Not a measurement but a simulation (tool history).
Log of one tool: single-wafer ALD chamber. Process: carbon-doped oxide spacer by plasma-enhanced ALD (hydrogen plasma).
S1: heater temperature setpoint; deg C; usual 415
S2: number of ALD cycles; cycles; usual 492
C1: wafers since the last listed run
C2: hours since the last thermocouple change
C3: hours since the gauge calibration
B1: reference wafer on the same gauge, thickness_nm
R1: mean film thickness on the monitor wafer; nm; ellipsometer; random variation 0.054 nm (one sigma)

Run 1, hour 0: usual settings but S2 414 cycles; C1 0; C2 2486; C3 633.2; B1 18.298. Result: R1 17.83 nm.
Run 2, hour 46.2: usual settings; C1 36; C2 2532.2; C3 679.4; B1 18.282. Result: R1 21.251 nm.
Run 3, hour 141.6: usual settings; C1 75; C2 2627.6; C3 774.8; B1 18.243. Result: R1 21.239 nm.
Run 4, hour 197.1: usual settings; C1 43; C2 2683.1; C3 830.3; B1 18.225. Result: R1 21.175 nm.
Run 5, hour 255.6: usual settings; C1 46; C2 2741.6; C3 888.8; B1 18.203. Result: R1 21.051 nm.
At hour 340.1: gauge calibrated.
Run 6, hour 349.2: usual settings; C1 73; C2 2835.2; C3 9.1; B1 18.389. Result: R1 21.441 nm.
Run 7, hour 448.8: usual settings; C1 78; C2 2934.8; C3 108.7; B1 18.393. Result: R1 21.485 nm.
Run 8, hour 499: usual settings but S1 407 deg C, S2 562 cycles; C1 39; C2 2985; C3 158.9; B1 18.381. Result: R1 25.107 nm.
Run 9, hour 558.3: usual settings but S1 422 deg C; C1 46; C2 3044.3; C3 218.2; B1 18.37. Result: R1 20.851 nm.
Run 10, hour 630.4: usual settings but S1 426 deg C, S2 525 cycles; C1 56; C2 3116.4; C3 290.3; B1 18.371. Result: R1 22.022 nm.
Run 11, hour 693.7: usual settings; C1 50; C2 3179.7; C3 353.6; B1 18.35. Result: R1 21.255 nm.
At hour 709.7: thermocouple changed; heater temperature recalibrated.
Run 12, hour 777.2: usual settings but S1 409 deg C; C1 59; C2 67.5; C3 437.1; B1 18.344. Result: R1 21.786 nm.
Run 13, hour 861.1: usual settings but S1 427 deg C; C1 66; C2 151.4; C3 521; B1 18.321. Result: R1 20.425 nm.
Run 14, hour 950: usual settings but S1 420 deg C, S2 540 cycles; C1 70; C2 240.3; C3 609.9; B1 18.296. Result: R1 23.053 nm.
Run 15, hour 1003.4: usual settings but S1 409 deg C, S2 413 cycles; C1 42; C2 293.7; C3 663.3; B1 18.284. Result: R1 18.197 nm.

5 ways to go on from here, each from the tool as it stands after run 15. What would each give?
Run A, hour 1004.6: usual settings but S2 537 cycles; C1 0; C2 294.9; C3 664.5; B1 ?. Result: R1 ?.
Run B, hour 1004.6: usual settings but S1 429 deg C, S2 422 cycles; C1 0; C2 294.9; C3 664.5; B1 ?. Result: R1 ?.
Run C, hour 1004.6: usual settings but S1 410 deg C, S2 464 cycles; C1 0; C2 294.9; C3 664.5; B1 ?. Result: R1 ?.
Run D, hour 1004.6: usual settings but S1 425 deg C, S2 457 cycles; C1 0; C2 294.9; C3 664.5; B1 ?. Result: R1 ?.
Run E, hour 1004.6: usual settings but S1 408 deg C, S2 534 cycles; C1 0; C2 294.9; C3 664.5; B1 ?. Result: R1 ?.

run      B1      R1
  A  18.279  23.221
  B  18.279  17.416
  C  18.279  20.391
  D  18.279  19.118
  E  18.279  23.618
Without the tool's hidden state the same runs would have given:
run      R1
  A  23.376
  B  17.533
  C  20.527
  D  19.246
  E  23.775
